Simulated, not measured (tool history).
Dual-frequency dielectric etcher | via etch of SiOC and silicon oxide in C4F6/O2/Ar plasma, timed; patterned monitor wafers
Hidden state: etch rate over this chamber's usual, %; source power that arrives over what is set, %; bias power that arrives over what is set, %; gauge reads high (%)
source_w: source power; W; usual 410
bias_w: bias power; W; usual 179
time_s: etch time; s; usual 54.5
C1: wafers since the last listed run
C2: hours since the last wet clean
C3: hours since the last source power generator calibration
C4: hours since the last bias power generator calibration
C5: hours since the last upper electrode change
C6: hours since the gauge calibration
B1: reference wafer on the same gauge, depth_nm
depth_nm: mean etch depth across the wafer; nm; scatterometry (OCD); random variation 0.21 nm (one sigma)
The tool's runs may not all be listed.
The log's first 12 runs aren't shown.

run 13 hour=945.8 | source_w=410 bias_w=155 time_s=54.5 | C1=1127 C2=355.6 C3=718.6 C4=98.2 C5=3860.6 C6=394.9 | B1=68.1 | depth_nm=56.2
run 14 hour=1006.9 | source_w=330 bias_w=179 time_s=66.5 | C1=714 C2=416.7 C3=779.7 C4=159.3 C5=3921.7 C6=456 | B1=68.1 | depth_nm=70.2
run 15 hour=1059.2 | source_w=410 bias_w=179 time_s=54.5 | C1=611 C2=469 C3=832 C4=211.6 C5=3974 C6=508.3 | B1=68.1 | depth_nm=60.6
-- hour=1123.2 wet clean of the chamber
run 16 hour=1123.7 | source_w=330 bias_w=164 time_s=44 | C1=473 C2=0.5 C3=896.5 C4=276.1 C5=4038.5 C6=572.8 | B1=68.1 | depth_nm=44.4
run 17 hour=1182 | source_w=450 bias_w=215 time_s=39.5 | C1=681 C2=58.8 C3=954.8 C4=334.4 C5=4096.8 C6=631.1 | B1=68.1 | depth_nm=49.5
-- hour=1234.5 upper electrode replaced
run 18 hour=1266.8 | source_w=410 bias_w=179 time_s=54.5 | C1=710 C2=143.6 C3=1039.6 C4=419.2 C5=32.3 C6=715.9 | B1=68.1 | depth_nm=60.9
run 19 hour=1316.5 | source_w=410 bias_w=179 time_s=54.5 | C1=581 C2=193.3 C3=1089.3 C4=468.9 C5=82 C6=765.6 | B1=68.1 | depth_nm=60.4
run 20 hour=1384.3 | source_w=360 bias_w=204 time_s=43 | C1=792 C2=261.1 C3=1157.1 C4=536.7 C5=149.8 C6=833.4 | B1=68.1 | depth_nm=49.3
run 21 hour=1476.3 | source_w=470 bias_w=192 time_s=46 | C1=1075 C2=353.1 C3=1249.1 C4=628.7 C5=241.8 C6=925.4 | B1=68.1 | depth_nm=54.6
run 22 hour=1528.7 | source_w=350 bias_w=160 time_s=46 | C1=612 C2=405.5 C3=1301.5 C4=681.1 C5=294.2 C6=977.8 | B1=68.1 | depth_nm=46.2
run 23 hour=1624.4 | source_w=440 bias_w=208 time_s=48 | C1=1119 C2=501.2 C3=1397.2 C4=776.8 C5=389.9 C6=1073.5 | B1=68.1 | depth_nm=58.8
-- hour=1675.9 wet clean of the chamber
run 24 hour=1725.2 | source_w=440 bias_w=179 time_s=54.5 | C1=898 C2=49.3 C3=1498 C4=877.6 C5=490.7 C6=1174.3 | B1=68.1 | depth_nm=61.7
run 25 hour=1768.2 | source_w=410 bias_w=179 time_s=54.5 | C1=502 C2=92.3 C3=1541 C4=920.6 C5=533.7 C6=1217.3 | B1=68.1 | depth_nm=60.7
run 26 hour=1859 | source_w=410 bias_w=179 time_s=54.5 | C1=1061 C2=183.1 C3=1631.8 C4=1011.4 C5=624.5 C6=1308.1 | B1=68.1 | depth_nm=60.4
run 27 hour=1925.3 | source_w=410 bias_w=179 time_s=54.5 | C1=775 C2=249.4 C3=1698.1 C4=1077.7 C5=690.8 C6=1374.4 | B1=68.1 | depth_nm=60.8
run 28 hour=1963.9 | source_w=330 bias_w=211 time_s=61.5 | C1=451 C2=288 C3=1736.7 C4=1116.3 C5=729.4 C6=1413 | B1=68.1 | depth_nm=70.2
run 29 hour=2005.2 | source_w=410 bias_w=179 time_s=43.5 | C1=482 C2=329.3 C3=1778 C4=1157.6 C5=770.7 C6=1454.3 | B1=68.1 | depth_nm=48.5
run 30 hour=2045.1 | source_w=410 bias_w=179 time_s=67.5 | C1=466 C2=369.2 C3=1817.9 C4=1197.5 C5=810.6 C6=1494.2 | B1=68.1 | depth_nm=75.2

4 ways to go on from here, each from the tool as it stands after run 30. What would each give?
run A hour=2045.5 | source_w=410 bias_w=179 time_s=66 | C1=4 C2=369.6 C3=1818.3 C4=1197.9 C5=811 C6=1494.6 | B1=? | depth_nm=?
run B hour=2045.5 | source_w=410 bias_w=198 time_s=67 | C1=4 C2=369.6 C3=1818.3 C4=1197.9 C5=811 C6=1494.6 | B1=? | depth_nm=?
run C hour=2045.5 | source_w=410 bias_w=145 time_s=38.5 | C1=4 C2=369.6 C3=1818.3 C4=1197.9 C5=811 C6=1494.6 | B1=? | depth_nm=?
run D hour=2045.5 | source_w=500 bias_w=216 time_s=62 | C1=4 C2=369.6 C3=1818.3 C4=1197.9 C5=811 C6=1494.6 | B1=? | depth_nm=?

run=A B1=68.1 depth_nm=73.6
run=B B1=68.1 depth_nm=78.7
run=C B1=68.1 depth_nm=38.4
run=D B1=68.1 depth_nm=80.1
Without the tool's hidden state the same runs would have given:
run=A depth_nm=73.6
run=B depth_nm=78.7
run=C depth_nm=38.4
run=D depth_nm=80.1
